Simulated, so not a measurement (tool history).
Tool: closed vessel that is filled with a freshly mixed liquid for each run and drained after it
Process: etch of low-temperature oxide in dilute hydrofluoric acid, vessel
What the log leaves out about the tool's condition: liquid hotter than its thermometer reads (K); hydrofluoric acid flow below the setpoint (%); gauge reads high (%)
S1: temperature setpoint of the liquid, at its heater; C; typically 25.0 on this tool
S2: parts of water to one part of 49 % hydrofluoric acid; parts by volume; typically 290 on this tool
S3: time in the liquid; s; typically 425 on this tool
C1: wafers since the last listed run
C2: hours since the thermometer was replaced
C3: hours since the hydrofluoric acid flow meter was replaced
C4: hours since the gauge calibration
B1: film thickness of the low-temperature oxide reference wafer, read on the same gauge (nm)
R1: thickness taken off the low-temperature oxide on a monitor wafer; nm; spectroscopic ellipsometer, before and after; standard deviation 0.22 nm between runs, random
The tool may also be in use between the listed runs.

{"run": 1, "hour": 0.0, "S1": 25.0, "S2": 290, "S3": 425, "C1": 0, "C2": 394.5, "C3": 1980.6, "C4": 218.5, "B1": 130.03, "R1": 41.56}
{"run": 2, "hour": 21.3, "S1": 25.0, "S2": 290, "S3": 425, "C1": 1809, "C2": 415.8, "C3": 2001.9, "C4": 239.8, "B1": 129.99, "R1": 41.76}
{"run": 3, "hour": 45.5, "S1": 25.0, "S2": 290, "S3": 425, "C1": 2056, "C2": 440.0, "C3": 2026.1, "C4": 264.0, "B1": 130.02, "R1": 42.04}
{"hour": 60.9, "done": "gauge calibrated"}
{"run": 4, "hour": 66.8, "S1": 25.0, "S2": 290, "S3": 425, "C1": 1809, "C2": 461.3, "C3": 2047.4, "C4": 5.9, "B1": 130.03, "R1": 41.54}
{"run": 5, "hour": 92.8, "S1": 25.0, "S2": 290, "S3": 425, "C1": 2209, "C2": 487.3, "C3": 2073.4, "C4": 31.9, "B1": 130.0, "R1": 41.59}
{"run": 6, "hour": 128.6, "S1": 25.0, "S2": 290, "S3": 425, "C1": 3041, "C2": 523.1, "C3": 2109.2, "C4": 67.7, "B1": 129.98, "R1": 41.48}
{"run": 7, "hour": 153.9, "S1": 22.5, "S2": 290, "S3": 425, "C1": 2149, "C2": 548.4, "C3": 2134.5, "C4": 93.0, "B1": 130.03, "R1": 38.06}
{"run": 8, "hour": 174.1, "S1": 22.5, "S2": 290, "S3": 425, "C1": 1716, "C2": 568.6, "C3": 2154.7, "C4": 113.2, "B1": 129.99, "R1": 38.11}
{"run": 9, "hour": 187.7, "S1": 22.5, "S2": 290, "S3": 425, "C1": 1155, "C2": 582.2, "C3": 2168.3, "C4": 126.8, "B1": 129.97, "R1": 38.22}
{"run": 10, "hour": 221.6, "S1": 25.0, "S2": 290, "S3": 425, "C1": 2880, "C2": 616.1, "C3": 2202.2, "C4": 160.7, "B1": 129.99, "R1": 41.13}
{"run": 11, "hour": 246.8, "S1": 22.0, "S2": 400, "S3": 280, "C1": 2141, "C2": 641.3, "C3": 2227.4, "C4": 185.9, "B1": 130.02, "R1": 16.05}
{"hour": 256.6, "done": "hydrofluoric acid flow meter replaced"}
{"run": 12, "hour": 260.6, "S1": 25.0, "S2": 290, "S3": 425, "C1": 1087, "C2": 655.1, "C3": 4.0, "C4": 199.7, "B1": 130.0, "R1": 41.27}
{"run": 13, "hour": 286.5, "S1": 27.5, "S2": 290, "S3": 225, "C1": 2200, "C2": 681.0, "C3": 29.9, "C4": 225.6, "B1": 129.99, "R1": 24.09}
{"hour": 297.4, "done": "thermometer replaced"}
{"run": 14, "hour": 307.4, "S1": 29.0, "S2": 290, "S3": 425, "C1": 1690, "C2": 10.0, "C3": 50.8, "C4": 246.5, "B1": 129.99, "R1": 47.4}
{"run": 15, "hour": 329.7, "S1": 22.5, "S2": 385, "S3": 230, "C1": 1894, "C2": 32.3, "C3": 73.1, "C4": 268.8, "B1": 130.02, "R1": 14.12}
{"run": 16, "hour": 362.8, "S1": 22.0, "S2": 370, "S3": 290, "C1": 2812, "C2": 65.4, "C3": 106.2, "C4": 301.9, "B1": 129.98, "R1": 18.64}
{"hour": 363.2, "done": "gauge calibrated"}
{"run": 17, "hour": 396.8, "S1": 22.5, "S2": 220, "S3": 280, "C1": 2888, "C2": 99.4, "C3": 140.2, "C4": 33.6, "B1": 129.98, "R1": 35.39}
{"run": 18, "hour": 416.9, "S1": 23.0, "S2": 330, "S3": 680, "C1": 1707, "C2": 119.5, "C3": 160.3, "C4": 53.7, "B1": 129.99, "R1": 52.69}
{"run": 19, "hour": 445.6, "S1": 21.5, "S2": 230, "S3": 180, "C1": 2438, "C2": 148.2, "C3": 189.0, "C4": 82.4, "B1": 130.01, "R1": 20.68}
{"run": 20, "hour": 480.1, "S1": 25.0, "S2": 290, "S3": 425, "C1": 2931, "C2": 182.7, "C3": 223.5, "C4": 116.9, "B1": 130.02, "R1": 41.22}

Alternative continuations, all from the tool just after run 20; predict every row:
{"run": "A", "hour": 480.9, "S1": 25.0, "S2": 290, "S3": 425, "C1": 67, "C2": 183.5, "C3": 224.3, "C4": 117.7, "B1": "?", "R1": "?"}
{"run": "B", "hour": 480.9, "S1": 25.0, "S2": 175, "S3": 170, "C1": 67, "C2": 183.5, "C3": 224.3, "C4": 117.7, "B1": "?", "R1": "?"}
{"run": "C", "hour": 480.9, "S1": 25.0, "S2": 380, "S3": 425, "C1": 67, "C2": 183.5, "C3": 224.3, "C4": 117.7, "B1": "?", "R1": "?"}
{"run": "D", "hour": 480.9, "S1": 22.0, "S2": 430, "S3": 330, "C1": 67, "C2": 183.5, "C3": 224.3, "C4": 117.7, "B1": "?", "R1": "?"}
{"run": "E", "hour": 480.9, "S1": 25.0, "S2": 290, "S3": 280, "C1": 67, "C2": 183.5, "C3": 224.3, "C4": 117.7, "B1": "?", "R1": "?"}

run=A B1=130.02 R1=41.38
run=B B1=130.02 R1=31.00
run=C B1=130.02 R1=28.96
run=D B1=130.02 R1=17.22
run=E B1=130.02 R1=27.26
Without the tool's hidden state the same runs would have given:
run=A R1=41.38
run=B R1=31.00
run=C R1=28.96
run=D R1=17.22
run=E R1=27.26
